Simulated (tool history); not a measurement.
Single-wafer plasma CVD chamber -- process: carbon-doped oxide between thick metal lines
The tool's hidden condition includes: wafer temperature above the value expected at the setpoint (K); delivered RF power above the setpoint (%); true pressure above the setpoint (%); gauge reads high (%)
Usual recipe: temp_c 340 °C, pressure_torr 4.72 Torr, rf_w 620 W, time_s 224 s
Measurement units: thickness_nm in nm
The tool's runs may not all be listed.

run     day  temp_c  pressure_torr  rf_w  time_s  wafers since the last listed run  hours since the last thermocouple change  hours since the last RF generator calibration  hours since the last manometer calibration  hours since the showerhead was replaced  hours since the gauge calibration  read-back reference wafer on the same gauge, thickness_nm  thickness_nm
  1       0     340           4.72   620     224                                 0                                      1177                                           10.9                                      1890.9                                   6013.5                              185.3                                                    1159.68      1295.239
  2   2.033     340           4.72   620     224                               216                                    1225.8                                           59.7                                      1939.7                                   6062.3                              234.1                                                   1160.546      1293.036
  3   2.771     340           4.72   620     224                                78                                    1243.5                                           77.4                                      1957.4                                     6080                              251.8                                                   1160.805       1288.51
      3.362  -- capacitance manometer re-zeroed and calibrated
  4   3.467     330           4.72   620     224                                38                                    1260.2                                           94.1                                         2.5                                   6096.7                              268.5                                                   1159.719      1328.476
  5   3.796     330           4.72   620     224                                35                                    1268.1                                            102                                        10.4                                   6104.6                              276.4                                                   1160.435      1324.182
  6    4.25     330           4.72   620     224                                48                                      1279                                          112.9                                        21.3                                   6115.5                              287.3                                                   1158.115       1331.62
      4.746  -- thermocouple changed; heater temperature recalibrated
  7     5.8     340           4.72   620     224                               129                                      25.3                                          150.1                                        58.5                                   6152.7                              324.5                                                   1159.521      1287.777
  8   6.062     340           4.72   620     224                                27                                      31.6                                          156.4                                        64.8                                     6159                              330.8                                                   1160.879      1287.532
  9   6.375     350           5.15   570     261                                33                                      39.1                                          163.9                                        72.3                                   6166.5                              338.3                                                   1160.282      1403.635
 10   6.767     340           5.15   540     224                                41                                      48.5                                          173.3                                        81.7                                   6175.9                              347.7                                                   1159.383      1185.603
      7.167  -- showerhead replaced
 11   7.188     352           4.72   715     195                                 9                                      58.6                                          183.4                                        91.8                                      0.5                              357.8                                                   1158.583       1187.65
 12   7.346     340           4.72   620     224                                16                                      62.4                                          187.2                                        95.6                                      4.3                              361.6                                                   1160.126      1286.735
      7.854  -- gauge calibrated
 13     7.9     351           5.54   620     257                                59                                      75.7                                          200.5                                       108.9                                     17.6                                1.1                                                   1160.369      1459.584
 14   8.171     344           5.25   570     267                                28                                      82.2                                            207                                       115.4                                     24.1                                7.6                                                   1158.953      1455.662
 15   8.779     340           4.72   620     224                                64                                      96.8                                          221.6                                         130                                     38.7                               22.2                                                   1160.313      1279.312
 16   9.192     346           5.14   620     224                                43                                     106.7                                          231.5                                       139.9                                     48.6                               32.1                                                   1158.647      1276.351
 17   9.775     340           5.17   620     254                                62                                     120.7                                          245.5                                       153.9                                     62.6                               46.1                                                   1159.304      1473.928
 18  10.358     340           4.72   525     224                                62                                     134.7                                          259.5                                       167.9                                     76.6                               60.1                                                   1160.767      1142.339
 19   11.05     340            5.7   620     241                                73                                     151.3                                          276.1                                       184.5                                     93.2                               76.7                                                   1160.063      1408.256
 20  11.362     340           5.17   620     254                                33                                     158.8                                          283.6                                         192                                    100.7                               84.2                                                   1160.035      1472.334
 21  11.821     340           3.89   585     204                                48                                     169.8                                          294.6                                         203                                    111.7                               95.2                                                   1160.136      1088.482
 22  12.546     340           4.72   620     224                                77                                     187.2                                            312                                       220.4                                    129.1                              112.6                                                   1159.878      1282.641
 23  13.171     335           4.72   620     250                                66                                     202.2                                            327                                       235.4                                    144.1                              127.6                                                   1160.192      1438.327
 24  13.625     340           5.22   575     192                                48                                     213.1                                          337.9                                       246.3                                      155                              138.5                                                   1159.331      1050.715
 25  13.967     340           4.01   685     244                                36                                     221.3                                          346.1                                       254.5                                    163.2                              146.7                                                   1158.969      1437.792
 26  14.221     340           4.72   620     224                                27                                     227.4                                          352.2                                       260.6                                    169.3                              152.8                                                   1159.748      1269.966
 27  14.717     340           5.62   585     212                                52                                     239.3                                          364.1                                       272.5                                    181.2                              164.7                                                   1159.807      1191.004

What if the next run were any one of these 5? Each begins from the tool's condition after run 27:
  A  14.738     340           4.72   620     224                                 2                                     239.8                                          364.6                                         273                                    181.7                              165.2                                                          ?             ?
  B  14.738     340            4.2   500     224                                 2                                     239.8                                          364.6                                         273                                    181.7                              165.2                                                          ?             ?
  C  14.738     353           4.72   620     224                                 2                                     239.8                                          364.6                                         273                                    181.7                              165.2                                                          ?             ?
  D  14.738     340           4.37   620     224                                 2                                     239.8                                          364.6                                         273                                    181.7                              165.2                                                          ?             ?
  E  14.738     353           4.25   725     201                                 2                                     239.8                                          364.6                                         273                                    181.7                              165.2                                                          ?             ?

run  read-back reference wafer on the same gauge, thickness_nm  thickness_nm
  A                                                   1159.514      1274.082
  B                                                   1159.514      1089.307
  C                                                   1159.514      1234.198
  D                                                   1159.514      1260.229
  E                                                   1159.514      1202.751
Take away the tool's hidden state, keep each run's random variation, and the runs would have read:
run  thickness_nm
  A      1304.203
  B      1116.483
  C      1263.376
  D      1290.022
  E      1230.366

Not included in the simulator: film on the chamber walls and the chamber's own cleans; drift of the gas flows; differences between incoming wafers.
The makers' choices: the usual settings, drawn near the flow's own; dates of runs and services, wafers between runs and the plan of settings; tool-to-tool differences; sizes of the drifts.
